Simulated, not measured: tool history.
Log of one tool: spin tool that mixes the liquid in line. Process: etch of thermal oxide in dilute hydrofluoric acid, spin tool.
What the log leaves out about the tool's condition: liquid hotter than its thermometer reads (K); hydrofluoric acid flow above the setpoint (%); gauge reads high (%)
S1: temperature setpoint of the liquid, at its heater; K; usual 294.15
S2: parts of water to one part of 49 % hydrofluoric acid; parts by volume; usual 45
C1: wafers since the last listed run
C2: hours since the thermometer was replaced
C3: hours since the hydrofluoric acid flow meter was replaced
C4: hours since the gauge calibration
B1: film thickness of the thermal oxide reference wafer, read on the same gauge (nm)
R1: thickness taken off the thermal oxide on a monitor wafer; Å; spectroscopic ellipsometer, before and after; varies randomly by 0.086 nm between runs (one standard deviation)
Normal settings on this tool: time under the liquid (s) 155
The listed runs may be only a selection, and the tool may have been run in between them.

{"run": 1, "hour": 0.0, "S1": 294.15, "S2": 45, "time under the liquid (s)": 155, "C1": 0, "C2": 1844.6, "C3": 358.4, "C4": 1200.5, "B1": 79.98, "R1": 165.4}
{"run": 2, "hour": 75.6, "S1": 294.15, "S2": 45, "time under the liquid (s)": 155, "C1": 410, "C2": 1920.2, "C3": 434, "C4": 1276.1, "B1": 80.01, "R1": 164.5}
{"run": 3, "hour": 168.5, "S1": 294.15, "S2": 45, "time under the liquid (s)": 155, "C1": 504, "C2": 2013.1, "C3": 526.9, "C4": 1369, "B1": 80.03, "R1": 165.1}
{"run": 4, "hour": 242.2, "S1": 294.15, "S2": 45, "time under the liquid (s)": 155, "C1": 400, "C2": 2086.8, "C3": 600.6, "C4": 1442.7, "B1": 80.01, "R1": 164.6}
{"run": 5, "hour": 312.8, "S1": 294.15, "S2": 45, "time under the liquid (s)": 155, "C1": 383, "C2": 2157.4, "C3": 671.2, "C4": 1513.3, "B1": 79.98, "R1": 163.9}
{"hour": 336.8, "done": "gauge calibrated"}
{"run": 6, "hour": 390.9, "S1": 294.15, "S2": 45, "time under the liquid (s)": 155, "C1": 424, "C2": 2235.5, "C3": 749.3, "C4": 54.1, "B1": 80.01, "R1": 166.7}
{"run": 7, "hour": 433.3, "S1": 294.15, "S2": 45, "time under the liquid (s)": 155, "C1": 230, "C2": 2277.9, "C3": 791.7, "C4": 96.5, "B1": 80.04, "R1": 166.4}
{"run": 8, "hour": 489.6, "S1": 294.15, "S2": 45, "time under the liquid (s)": 155, "C1": 305, "C2": 2334.2, "C3": 848, "C4": 152.8, "B1": 79.98, "R1": 166.4}
{"run": 9, "hour": 561.7, "S1": 294.15, "S2": 45, "time under the liquid (s)": 155, "C1": 391, "C2": 2406.3, "C3": 920.1, "C4": 224.9, "B1": 80, "R1": 168.2}
{"run": 10, "hour": 600.2, "S1": 294.15, "S2": 45, "time under the liquid (s)": 155, "C1": 209, "C2": 2444.8, "C3": 958.6, "C4": 263.4, "B1": 79.99, "R1": 165.6}
{"run": 11, "hour": 668.7, "S1": 294.15, "S2": 45, "time under the liquid (s)": 155, "C1": 372, "C2": 2513.3, "C3": 1027.1, "C4": 331.9, "B1": 79.98, "R1": 166.8}
{"hour": 715.1, "done": "thermometer replaced"}
{"run": 12, "hour": 766.1, "S1": 294.15, "S2": 45, "time under the liquid (s)": 155, "C1": 523, "C2": 51, "C3": 1124.5, "C4": 429.3, "B1": 80.04, "R1": 161.9}
{"run": 13, "hour": 867.2, "S1": 294.15, "S2": 45, "time under the liquid (s)": 155, "C1": 549, "C2": 152.1, "C3": 1225.6, "C4": 530.4, "B1": 80.02, "R1": 162}
{"run": 14, "hour": 934.1, "S1": 294.15, "S2": 45, "time under the liquid (s)": 155, "C1": 363, "C2": 219, "C3": 1292.5, "C4": 597.3, "B1": 80.01, "R1": 160.9}
{"run": 15, "hour": 1041.8, "S1": 294.15, "S2": 35, "time under the liquid (s)": 220, "C1": 585, "C2": 326.7, "C3": 1400.2, "C4": 705, "B1": 80, "R1": 299.1}
{"run": 16, "hour": 1144.5, "S1": 292.65, "S2": 60, "time under the liquid (s)": 115, "C1": 558, "C2": 429.4, "C3": 1502.9, "C4": 807.7, "B1": 80.04, "R1": 82.7}
{"hour": 1195.9, "done": "hydrofluoric acid flow meter replaced"}
{"run": 17, "hour": 1208.7, "S1": 294.15, "S2": 40, "time under the liquid (s)": 155, "C1": 343, "C2": 493.6, "C3": 12.8, "C4": 871.9, "B1": 80, "R1": 181.4}
{"run": 18, "hour": 1268.8, "S1": 297.65, "S2": 45, "time under the liquid (s)": 225, "C1": 326, "C2": 553.7, "C3": 72.9, "C4": 932, "B1": 80.05, "R1": 268.5}
{"run": 19, "hour": 1371.0, "S1": 294.15, "S2": 45, "time under the liquid (s)": 155, "C1": 555, "C2": 655.9, "C3": 175.1, "C4": 1034.2, "B1": 80.03, "R1": 160.3}
{"run": 20, "hour": 1452.7, "S1": 294.15, "S2": 45, "time under the liquid (s)": 155, "C1": 444, "C2": 737.6, "C3": 256.8, "C4": 1115.9, "B1": 80.02, "R1": 161.4}
{"run": 21, "hour": 1508.1, "S1": 294.15, "S2": 65, "time under the liquid (s)": 155, "C1": 301, "C2": 793, "C3": 312.2, "C4": 1171.3, "B1": 80.02, "R1": 108.5}
{"hour": 1537.7, "done": "gauge calibrated"}
{"run": 22, "hour": 1756.1, "S1": 294.15, "S2": 45, "time under the liquid (s)": 155, "C1": 1347, "C2": 1041, "C3": 560.2, "C4": 218.4, "B1": 80, "R1": 162}
{"run": 23, "hour": 1858.3, "S1": 291.65, "S2": 45, "time under the liquid (s)": 65, "C1": 555, "C2": 1143.2, "C3": 662.4, "C4": 320.6, "B1": 79.96, "R1": 61.2}
{"run": 24, "hour": 1907.6, "S1": 290.15, "S2": 45, "time under the liquid (s)": 65, "C1": 267, "C2": 1192.5, "C3": 711.7, "C4": 369.9, "B1": 80.04, "R1": 57.7}
{"run": 25, "hour": 1981.1, "S1": 297.65, "S2": 65, "time under the liquid (s)": 155, "C1": 399, "C2": 1266, "C3": 785.2, "C4": 443.4, "B1": 80, "R1": 128.2}
{"run": 26, "hour": 2054.7, "S1": 294.15, "S2": 45, "time under the liquid (s)": 155, "C1": 400, "C2": 1339.6, "C3": 858.8, "C4": 517, "B1": 79.96, "R1": 165.5}
{"run": 27, "hour": 2148.6, "S1": 294.15, "S2": 45, "time under the liquid (s)": 155, "C1": 510, "C2": 1433.5, "C3": 952.7, "C4": 610.9, "B1": 80, "R1": 164.7}
{"run": 28, "hour": 2223.8, "S1": 290.15, "S2": 45, "time under the liquid (s)": 155, "C1": 408, "C2": 1508.7, "C3": 1027.9, "C4": 686.1, "B1": 79.96, "R1": 139.6}
{"run": 29, "hour": 2262.7, "S1": 294.15, "S2": 50, "time under the liquid (s)": 155, "C1": 211, "C2": 1547.6, "C3": 1066.8, "C4": 725, "B1": 79.98, "R1": 149.3}
{"run": 30, "hour": 2340.0, "S1": 290.65, "S2": 45, "time under the liquid (s)": 155, "C1": 420, "C2": 1624.9, "C3": 1144.1, "C4": 802.3, "B1": 79.99, "R1": 142.1}

Forecast each of these 3 alternatives for the next run:
{"run": "A", "hour": 2340.5, "S1": 294.15, "S2": 45, "time under the liquid (s)": 155, "C1": 2, "C2": 1625.4, "C3": 1144.6, "C4": 802.8, "B1": "?", "R1": "?"}
{"run": "B", "hour": 2340.5, "S1": 294.15, "S2": 60, "time under the liquid (s)": 155, "C1": 2, "C2": 1625.4, "C3": 1144.6, "C4": 802.8, "B1": "?", "R1": "?"}
{"run": "C", "hour": 2340.5, "S1": 290.65, "S2": 60, "time under the liquid (s)": 235, "C1": 2, "C2": 1625.4, "C3": 1144.6, "C4": 802.8, "B1": "?", "R1": "?"}

run=A B1=79.98 R1=166
run=B B1=79.98 R1=122.2
run=C B1=79.98 R1=159.8
Without the tool's unlogged condition, the same runs would have read:
run=A R1=156.7
run=B R1=115.4
run=C R1=150.8
